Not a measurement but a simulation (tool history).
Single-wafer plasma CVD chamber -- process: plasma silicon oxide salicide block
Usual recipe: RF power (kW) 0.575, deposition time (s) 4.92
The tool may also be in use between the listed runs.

| run | hour | RF power (kW) | deposition time (s) | wafers since the last listed run | hours since the last RF generator calibration | hours since the showerhead was replaced | hours since the gauge calibration | read-back reference wafer on the same gauge, thickness_nm | mean film thickness on the monitor wafer (nm) |
|---|---|---|---|---|---|---|---|---|---|
| 1 | 0.0 | 0.575 | 4.92 | 0 | 44.0 | 1584.8 | 760.6 | 45.509 | 47.193 |
| 2 | 87.8 | 0.575 | 4.92 | 2702 | 131.8 | 1672.6 | 848.4 | 45.509 | 47.454 |
| 3 | 154.9 | 0.535 | 4.92 | 2065 | 198.9 | 1739.7 | 915.5 | 45.494 | 46.535 |
| 4 | 193.0 | 0.575 | 4.92 | 1172 | 237.0 | 1777.8 | 953.6 | 45.485 | 47.363 |
| 5 | 265.0 | 0.575 | 4.92 | 2215 | 309.0 | 1849.8 | 1025.6 | 45.508 | 47.153 |
| 6 | 322.5 | 0.575 | 4.92 | 1769 | 366.5 | 1907.3 | 1083.1 | 45.499 | 47.488 |
| 7 | 380.7 | 0.505 | 5.32 | 1791 | 424.7 | 1965.5 | 1141.3 | 45.504 | 49.858 |
| 8 | 482.5 | 0.505 | 5.32 | 3133 | 526.5 | 2067.3 | 1243.1 | 45.474 | 50.064 |
| 9 | 570.1 | 0.505 | 5.32 | 2696 | 614.1 | 2154.9 | 1330.7 | 45.470 | 49.603 |
| 10 | 685.1 | 0.575 | 4.92 | 3539 | 729.1 | 2269.9 | 1445.7 | 45.490 | 46.994 |
| 11 | 762.8 | 0.575 | 4.92 | 2391 | 806.8 | 2347.6 | 1523.4 | 45.490 | 46.958 |
| 12 | 828.7 | 0.575 | 4.92 | 2028 | 872.7 | 2413.5 | 1589.3 | 45.477 | 46.929 |
| 13 | 934.6 | 0.575 | 4.92 | 3259 | 978.6 | 2519.4 | 1695.2 | 45.477 | 46.912 |
| 14 | 996.8 | 0.575 | 4.92 | 1914 | 1040.8 | 2581.6 | 1757.4 | 45.497 | 46.776 |
| 15 | 1048.6 | 0.525 | 4.92 | 1594 | 1092.6 | 2633.4 | 1809.2 | 45.516 | 46.113 |
| 16 | 1134.5 | 0.525 | 4.92 | 2643 | 1178.5 | 2719.3 | 1895.1 | 45.503 | 46.104 |
| 17 | 1237.2 | 0.575 | 5.62 | 3160 | 1281.2 | 2822.0 | 1997.8 | 45.497 | 53.475 |
| 18 | 1276.7 | 0.575 | 5.62 | 1215 | 1320.7 | 2861.5 | 2037.3 | 45.505 | 53.160 |
| 19 | 1319.5 | 0.660 | 4.92 | 1317 | 1363.5 | 2904.3 | 2080.1 | 45.500 | 47.741 |
|  | 1330.0 | gauge calibrated |
| 20 | 1379.4 | 0.500 | 5.32 | 1843 | 1423.4 | 2964.2 | 49.4 | 45.469 | 49.506 |
|  | 1461.7 | RF generator calibrated |
| 21 | 1462.2 | 0.460 | 4.92 | 2302 | 0.5 | 3047.0 | 132.2 | 45.482 | 45.410 |
| 22 | 1492.4 | 0.605 | 4.41 | 929 | 30.7 | 3077.2 | 162.4 | 45.496 | 42.711 |
| 23 | 1571.5 | 0.575 | 4.92 | 2434 | 109.8 | 3156.3 | 241.5 | 45.479 | 47.138 |
|  | 1686.5 | showerhead replaced |
| 24 | 1687.0 | 0.500 | 3.94 | 3308 | 225.3 | 0.5 | 357.0 | 45.503 | 36.898 |
| 25 | 1758.4 | 0.575 | 5.34 | 2197 | 296.7 | 71.9 | 428.4 | 45.508 | 50.972 |
| 26 | 1824.7 | 0.575 | 4.92 | 2040 | 363.0 | 138.2 | 494.7 | 45.496 | 47.066 |
| 27 | 1881.2 | 0.490 | 5.48 | 1738 | 419.5 | 194.7 | 551.2 | 45.532 | 50.973 |
| 28 | 1940.3 | 0.575 | 4.92 | 1818 | 478.6 | 253.8 | 610.3 | 45.527 | 46.934 |
| 29 | 2015.3 | 0.575 | 4.92 | 2308 | 553.6 | 328.8 | 685.3 | 45.485 | 47.146 |
| 30 | 2171.1 | 0.575 | 4.92 | 4795 | 709.4 | 484.6 | 841.1 | 45.484 | 46.871 |
| 31 | 2244.5 | 0.670 | 4.65 | 2259 | 782.8 | 558.0 | 914.5 | 45.508 | 45.383 |
| 32 | 2324.9 | 0.615 | 4.09 | 2474 | 863.2 | 638.4 | 994.9 | 45.504 | 39.409 |
| 33 | 2420.7 | 0.575 | 4.92 | 2948 | 959.0 | 734.2 | 1090.7 | 45.515 | 46.853 |
| 34 | 2484.2 | 0.625 | 4.92 | 1954 | 1022.5 | 797.7 | 1154.2 | 45.453 | 47.493 |
| 35 | 2548.7 | 0.650 | 4.92 | 1985 | 1087.0 | 862.2 | 1218.7 | 45.516 | 47.746 |
| 36 | 2618.7 | 0.575 | 4.92 | 2154 | 1157.0 | 932.2 | 1288.7 | 45.508 | 46.760 |

What was the tool's hidden state at every run in the log?
gauge reads high (%): 0 across all the runs
H1: delivered RF power above the setpoint (%)
| run | H1 |
|---|---|
| 1 | -0.41 |
| 2 | -0.88 |
| 3 | -1.24 |
| 4 | -1.44 |
| 5 | -1.83 |
| 6 | -2.14 |
| 7 | -2.45 |
| 8 | -2.99 |
| 9 | -3.46 |
| 10 | -4.08 |
| 11 | -4.5 |
| 12 | -4.85 |
| 13 | -5.42 |
| 14 | -5.75 |
| 15 | -6.03 |
| 16 | -6.49 |
| 17 | -7.04 |
| 18 | -7.25 |
| 19 | -7.48 |
| 20 | -7.8 |
| 21 | -1.82 |
| 22 | -1.98 |
| 23 | -2.41 |
| 24 | -3.02 |
| 25 | -3.41 |
| 26 | -3.76 |
| 27 | -4.06 |
| 28 | -4.38 |
| 29 | -4.78 |
| 30 | -5.62 |
| 31 | -6.01 |
| 32 | -6.44 |
| 33 | -6.95 |
| 34 | -7.29 |
| 35 | -7.64 |
| 36 | -8.01 |

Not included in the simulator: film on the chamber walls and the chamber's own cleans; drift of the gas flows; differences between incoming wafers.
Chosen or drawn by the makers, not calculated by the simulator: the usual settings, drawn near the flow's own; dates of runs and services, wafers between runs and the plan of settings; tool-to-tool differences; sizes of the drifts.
